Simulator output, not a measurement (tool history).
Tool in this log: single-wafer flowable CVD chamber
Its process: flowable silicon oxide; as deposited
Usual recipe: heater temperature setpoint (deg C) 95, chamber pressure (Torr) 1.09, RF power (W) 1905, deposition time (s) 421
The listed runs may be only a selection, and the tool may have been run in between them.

run,hour,heater temperature setpoint (deg C),chamber pressure (Torr),RF power (W),deposition time (s),"read-back reference wafer on the same gauge, thickness_nm",mean film thickness on the monitor wafer (nm)
1,0.0,95,1.09,1905,421,423.027,441.593
2,28.6,95,1.09,1615,372,423.101,377.767
3,59.9,95,1.09,1615,372,423.009,375.658
4,89.5,95,1.09,1905,465,423.016,487.409
# hour 109.1: gauge calibrated
5,118.1,95,1.09,1905,465,422.885,489.229
# hour 152.2: capacitance manometer re-zeroed and calibrated
6,152.5,95,1.09,1905,421,422.591,440.818
7,170.0,95,1.09,1905,459,423.241,478.851
8,197.2,95,1.36,2190,445,422.955,596.383
9,228.4,99,1.09,1905,421,422.753,388.408
10,262.0,82,1.25,1665,500,422.791,880.749
11,288.6,95,1.32,1905,495,422.932,627.472
# hour 332.3: thermocouple changed; heater temperature recalibrated
# hour 334.6: RF generator calibrated
12,370.8,95,1.09,1990,421,422.643,462.441
13,395.6,95,1.09,1905,421,423.118,456.127
14,420.2,85,1.20,1565,496,423.373,776.738
15,458.1,82,1.17,1905,460,423.055,800.131
16,485.1,95,1.36,1905,471,423.186,633.612
17,509.5,95,1.09,1675,448,423.211,468.232
18,536.8,95,1.09,1905,421,422.768,449.789
19,554.1,95,0.89,1770,492,422.734,417.015
20,575.2,95,1.09,2100,421,423.158,455.610
21,587.8,95,1.09,1755,388,423.125,407.185
22,618.8,103,1.09,1905,482,423.378,388.961
23,648.0,102,1.25,1905,340,423.013,327.629
24,679.0,103,1.32,2040,399,422.925,396.008
25,705.9,81,0.94,2005,472,422.719,674.603
26,718.9,95,1.09,1905,472,423.178,498.694
27,741.3,88,1.09,1775,421,422.877,555.230
28,774.6,95,0.91,1905,421,422.582,368.510
29,794.0,101,1.16,1905,421,423.092,387.475
30,822.4,95,1.09,1585,421,422.754,421.774

Consider 3 possible next runs. They are alternatives, not a sequence: every one starts from the tool as it was left by run 30. What does each give?
A,822.9,95,1.33,1905,421,?,?
B,822.9,95,1.30,1905,421,?,?
C,822.9,91,1.09,1905,421,?,?

run,"read-back reference wafer on the same gauge, thickness_nm",mean film thickness on the monitor wafer (nm)
A,422.562,538.879
B,422.562,528.041
C,422.562,505.688
Without the tool's unlogged condition, the same runs would have read:
run,mean film thickness on the monitor wafer (nm)
A,560.917
B,549.635
C,526.838

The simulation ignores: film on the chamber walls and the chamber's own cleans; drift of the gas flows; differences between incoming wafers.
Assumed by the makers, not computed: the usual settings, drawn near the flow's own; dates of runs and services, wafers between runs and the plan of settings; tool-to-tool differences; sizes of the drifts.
